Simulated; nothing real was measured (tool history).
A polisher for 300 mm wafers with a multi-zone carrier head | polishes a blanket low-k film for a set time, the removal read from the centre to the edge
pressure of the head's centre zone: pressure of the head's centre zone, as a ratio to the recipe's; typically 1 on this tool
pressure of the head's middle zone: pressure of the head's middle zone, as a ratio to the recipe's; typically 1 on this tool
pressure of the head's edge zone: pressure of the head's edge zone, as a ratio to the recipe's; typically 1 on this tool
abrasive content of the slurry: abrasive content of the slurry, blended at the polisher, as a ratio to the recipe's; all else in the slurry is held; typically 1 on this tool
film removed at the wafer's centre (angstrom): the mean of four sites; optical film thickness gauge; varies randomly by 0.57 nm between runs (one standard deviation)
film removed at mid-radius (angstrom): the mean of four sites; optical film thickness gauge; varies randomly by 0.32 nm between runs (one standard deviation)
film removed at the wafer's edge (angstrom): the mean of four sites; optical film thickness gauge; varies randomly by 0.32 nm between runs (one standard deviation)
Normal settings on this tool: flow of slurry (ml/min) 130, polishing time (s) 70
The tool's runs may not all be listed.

run,hour,flow of slurry (ml/min),pressure of the head's centre zone,pressure of the head's middle zone,pressure of the head's edge zone,abrasive content of the slurry,polishing time (s),wafers since the last listed run,wafers polished on this pad,hours since the slurry nozzle was cleaned,hours since the centre zone pressure was calibrated,hours since the edge zone pressure was calibrated,hours since the carrier head's membrane was replaced,"incoming thickness of the incoming film, nm",film removed at the wafer's centre (angstrom),film removed at mid-radius (angstrom),film removed at the wafer's edge (angstrom)
1,0,130,1,1,1,1,70,0,2562,129.8,459.6,676.8,774.6,560.7,370,351,352
# hour 52.5: worn pad replaced by a new one
2,68.1,130,0.95,1,0.97,1,70,742,181,197.9,527.7,744.9,842.7,557.5,410,401,398
# hour 85.7: centre zone pressure recalibrated
3,134.2,130,0.95,1,0.97,1,70,742,923,264,48.5,811,908.8,548.8,387,393,389
4,201.9,130,1,1.09,1,1,70,784,1708,331.7,116.2,878.7,976.5,563,390,401,382
5,261.3,130,1,1,1,1,70,688,2396,391.1,175.6,938.1,1035.9,561,367,364,363
# hour 284: worn pad replaced by a new one
6,312.5,130,1,1,1,1,70,546,329,442.3,226.8,989.3,1087.1,560.8,407,404,395
7,340.4,130,1.06,1,1,1,70,323,653,470.2,254.7,1017.2,1115,567.9,424,402,399
8,386.9,130,1.06,1,1,1,70,538,1191,516.7,301.2,1063.7,1161.5,552.3,410,397,388
9,433,130,1.06,1,1,1,70,534,1725,562.8,347.3,1109.8,1207.6,558.2,412,377,377
10,460.5,130,1,1,1,1,70,318,2044,590.3,374.8,1137.3,1235.1,559.1,391,372,373
# hour 492.7: slurry nozzle cleaned
# hour 505.7: worn pad replaced by a new one
11,527.1,130,0.94,1.07,1,1.25,70,713,247,34.4,441.4,1203.9,1301.7,565,457,468,430
# hour 530.2: centre zone pressure recalibrated
# hour 584.1: edge zone pressure recalibrated
12,592.4,130,1,1,0.91,1,70,710,958,99.7,62.2,8.3,1367,563.6,390,389,371
# hour 620.1: carrier head's membrane replaced by a new one
13,622.5,130,0.91,1,1,1,70,290,1248,129.8,92.3,38.4,2.4,553.4,359,389,383
14,657.2,130,0.91,1,0.92,1,70,401,1650,164.5,127,73.1,37.1,556.4,358,376,363
15,726.9,130,0.89,1,1,1,70,807,2458,234.2,196.7,142.8,106.8,559.7,336,354,358
# hour 756.3: worn pad replaced by a new one
16,785.8,130,1,0.95,1,1,70,636,341,293.1,255.6,201.7,165.7,558.4,411,384,398
17,837.8,130,1,1,1,1,70,602,943,345.1,307.6,253.7,217.7,559.2,394,399,392
18,899.8,165,0.96,0.94,0.89,1,70,718,1662,407.1,369.6,315.7,279.7,566.6,399,375,373
19,971.7,130,1,1,1,1,70,832,2495,479,441.5,387.6,351.6,571.7,387,355,352
# hour 974.1: centre zone pressure recalibrated
# hour 984.3: worn pad replaced by a new one
20,996.3,130,0.97,1,1,1,70,215,139,503.6,22.2,412.2,376.2,561.1,380,390,391
21,1055.6,130,1.09,1,1,1.1,93,686,826,562.9,81.5,471.5,435.5,552.9,571,531,531

4 ways to go on from here, each from the tool as it stands after run 21. What would each give?
A,1056.1,130,1,1,1,1,70,5,832,563.4,82,472,436,566.8,?,?,?
B,1056.1,130,1.05,1,1.1,1,70,5,832,563.4,82,472,436,566.8,?,?,?
C,1056.1,155,1,1.04,0.89,1,70,5,832,563.4,82,472,436,566.8,?,?,?
D,1056.1,130,1,1,0.9,1,80,5,832,563.4,82,472,436,566.8,?,?,?

run,film removed at the wafer's centre (angstrom),film removed at mid-radius (angstrom),film removed at the wafer's edge (angstrom)
A,376,388,381
B,388,388,399
C,388,411,367
D,429,444,414
Had the tool no hidden state, the same runs would have come out as:
run,film removed at the wafer's centre (angstrom),film removed at mid-radius (angstrom),film removed at the wafer's edge (angstrom)
A,387,406,398
B,401,406,417
C,400,430,384
D,443,464,432
